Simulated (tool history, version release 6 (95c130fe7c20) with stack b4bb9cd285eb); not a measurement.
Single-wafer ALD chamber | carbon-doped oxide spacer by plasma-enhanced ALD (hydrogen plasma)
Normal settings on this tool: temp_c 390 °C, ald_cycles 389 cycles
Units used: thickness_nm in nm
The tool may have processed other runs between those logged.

| run | day | temp_c | ald_cycles | read-back reference wafer on the same gauge, thickness_nm | thickness_nm |
|---|---|---|---|---|---|
| 1 | 0 | 390 | 389 | 19.594 | 20.163 |
| 2 | 1.2 | 390 | 389 | 19.601 | 20.03 |
|  | 1.617 | gauge calibrated |
| 3 | 2.179 | 390 | 425 | 19.605 | 21.957 |
| 4 | 3.65 | 390 | 425 | 19.597 | 21.954 |
| 5 | 4.671 | 390 | 389 | 19.599 | 19.991 |
| 6 | 5.717 | 390 | 389 | 19.607 | 20.056 |
| 7 | 6.417 | 384 | 389 | 19.601 | 20.035 |
| 8 | 7.154 | 384 | 389 | 19.601 | 20.113 |
| 9 | 8.133 | 384 | 389 | 19.602 | 20.127 |
| 10 | 8.996 | 390 | 389 | 19.609 | 20.101 |
| 11 | 9.85 | 390 | 389 | 19.607 | 20.056 |
| 12 | 13.433 | 390 | 389 | 19.602 | 20.095 |
| 13 | 14.325 | 379 | 450 | 19.589 | 23.19 |
| 14 | 15.904 | 379 | 450 | 19.604 | 23.223 |
| 15 | 16.658 | 390 | 389 | 19.604 | 20.012 |
| 16 | 18.154 | 385 | 369 | 19.598 | 18.977 |
| 17 | 18.888 | 390 | 355 | 19.614 | 18.374 |
| 18 | 19.408 | 390 | 419 | 19.616 | 21.662 |
| 19 | 19.938 | 390 | 389 | 19.603 | 19.959 |
| 20 | 21.033 | 375 | 458 | 19.604 | 23.598 |
|  | 21.642 | gauge calibrated |
|  | 21.933 | thermocouple changed; heater temperature recalibrated |
| 21 | 21.954 | 396 | 455 | 19.601 | 23.505 |
| 22 | 22.325 | 390 | 389 | 19.609 | 20.051 |
| 23 | 23.217 | 386 | 346 | 19.586 | 17.89 |
| 24 | 24.288 | 390 | 449 | 19.614 | 23.173 |

Expected results for the next run?
| 25 | 25.329 | 376 | 461 | ? | ? |

Run 25 yielded read-back reference wafer on the same gauge, thickness_nm 19.603, thickness_nm 23.881 nm.
Without the tool's hidden state the same run would have given thickness_nm 23.881 nm.

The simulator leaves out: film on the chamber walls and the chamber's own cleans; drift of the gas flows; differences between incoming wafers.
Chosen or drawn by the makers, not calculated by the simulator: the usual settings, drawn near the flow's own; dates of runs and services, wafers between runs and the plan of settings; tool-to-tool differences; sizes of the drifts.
